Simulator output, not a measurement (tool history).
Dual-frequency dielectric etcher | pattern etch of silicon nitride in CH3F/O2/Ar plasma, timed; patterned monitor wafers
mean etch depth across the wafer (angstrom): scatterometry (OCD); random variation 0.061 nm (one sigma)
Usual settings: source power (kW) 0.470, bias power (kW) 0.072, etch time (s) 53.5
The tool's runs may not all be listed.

run	hour	source power (kW)	bias power (kW)	etch time (s)	wafers since the last listed run	hours since the last wet clean	hours since the last source power generator calibration	hours since the last bias power generator calibration	hours since the last upper electrode change	hours since the gauge calibration	read-back reference wafer on the same gauge, depth_nm	mean etch depth across the wafer (angstrom)
1	0.0	0.470	0.072	53.5	0	435.4	3625.0	4252.0	1708.1	324.5	47.70	402.2
2	14.2	0.470	0.072	53.5	223	449.6	3639.2	4266.2	1722.3	338.7	47.71	402.0
# hour 40.7: wet clean of the chamber
3	41.2	0.470	0.072	53.5	47	0.5	3666.2	4293.2	1749.3	365.7	47.70	405.8
4	41.5	0.470	0.072	53.5	4	0.8	3666.5	4293.5	1749.6	366.0	47.69	405.8
5	48.8	0.470	0.072	53.5	114	8.1	3673.8	4300.8	1756.9	373.3	47.70	406.6
6	58.1	0.470	0.072	53.5	146	17.4	3683.1	4310.1	1766.2	382.6	47.70	405.2
7	72.0	0.470	0.068	57.5	218	31.3	3697.0	4324.0	1780.1	396.5	47.70	427.9
8	88.2	0.470	0.068	57.5	254	47.5	3713.2	4340.2	1796.3	412.7	47.70	427.2
9	96.9	0.470	0.068	57.5	136	56.2	3721.9	4348.9	1805.0	421.4	47.70	425.6
# hour 105.8: gauge calibrated
10	111.4	0.470	0.081	49.5	227	70.7	3736.4	4363.4	1819.5	5.6	47.70	390.7
11	120.7	0.470	0.081	49.5	146	80.0	3745.7	4372.7	1828.8	14.9	47.69	391.9
12	127.5	0.470	0.072	45.5	106	86.8	3752.5	4379.5	1835.6	21.7	47.70	344.3
13	141.2	0.350	0.085	41.5	215	100.5	3766.2	4393.2	1849.3	35.4	47.70	308.4
14	158.4	0.470	0.078	68.0	270	117.7	3783.4	4410.4	1866.5	52.6	47.69	528.7
# hour 189.8: upper electrode replaced
15	190.3	0.470	0.072	53.5	124	149.6	3815.3	4442.3	0.5	84.5	47.70	404.5
16	190.8	0.560	0.072	43.5	7	150.1	3815.8	4442.8	1.0	85.0	47.70	346.1
17	206.3	0.470	0.072	53.5	243	165.6	3831.3	4458.3	16.5	100.5	47.70	404.7
18	212.9	0.350	0.085	41.5	103	172.2	3837.9	4464.9	23.1	107.1	47.71	308.3
# hour 222.9: source power generator calibrated
# hour 223.0: bias power generator calibrated
19	223.4	0.400	0.072	53.5	101	182.7	0.5	0.4	33.6	117.6	47.72	386.2
20	234.3	0.570	0.065	49.5	171	193.6	11.4	11.3	44.5	128.5	47.69	381.4
21	258.3	0.470	0.072	53.5	377	217.6	35.4	35.3	68.5	152.5	47.70	403.8
22	267.4	0.500	0.072	53.5	142	226.7	44.5	44.4	77.6	161.6	47.69	411.9
23	284.1	0.530	0.072	66.5	262	243.4	61.2	61.1	94.3	178.3	47.70	520.5
24	301.4	0.470	0.081	49.5	271	260.7	78.5	78.4	111.6	195.6	47.70	389.5
25	311.3	0.560	0.072	47.0	155	270.6	88.4	88.3	121.5	205.5	47.71	373.2
26	320.3	0.470	0.085	66.0	141	279.6	97.4	97.3	130.5	214.5	47.70	527.7
27	332.3	0.350	0.089	48.0	188	291.6	109.4	109.3	142.5	226.5	47.70	362.1
28	339.4	0.540	0.067	44.5	111	298.7	116.5	116.4	149.6	233.6	47.69	340.6
29	351.1	0.470	0.088	62.5	183	310.4	128.2	128.1	161.3	245.3	47.69	507.2

The next listed run, before its measurement:
30	365.9	0.430	0.082	44.5	232	325.2	143.0	142.9	176.1	260.1	?	?

read-back reference wafer on the same gauge, depth_nm: 47.70
mean etch depth across the wafer (angstrom): 343.5
Without the tool's hidden state the same run would have given mean etch depth across the wafer (angstrom) 344.8.

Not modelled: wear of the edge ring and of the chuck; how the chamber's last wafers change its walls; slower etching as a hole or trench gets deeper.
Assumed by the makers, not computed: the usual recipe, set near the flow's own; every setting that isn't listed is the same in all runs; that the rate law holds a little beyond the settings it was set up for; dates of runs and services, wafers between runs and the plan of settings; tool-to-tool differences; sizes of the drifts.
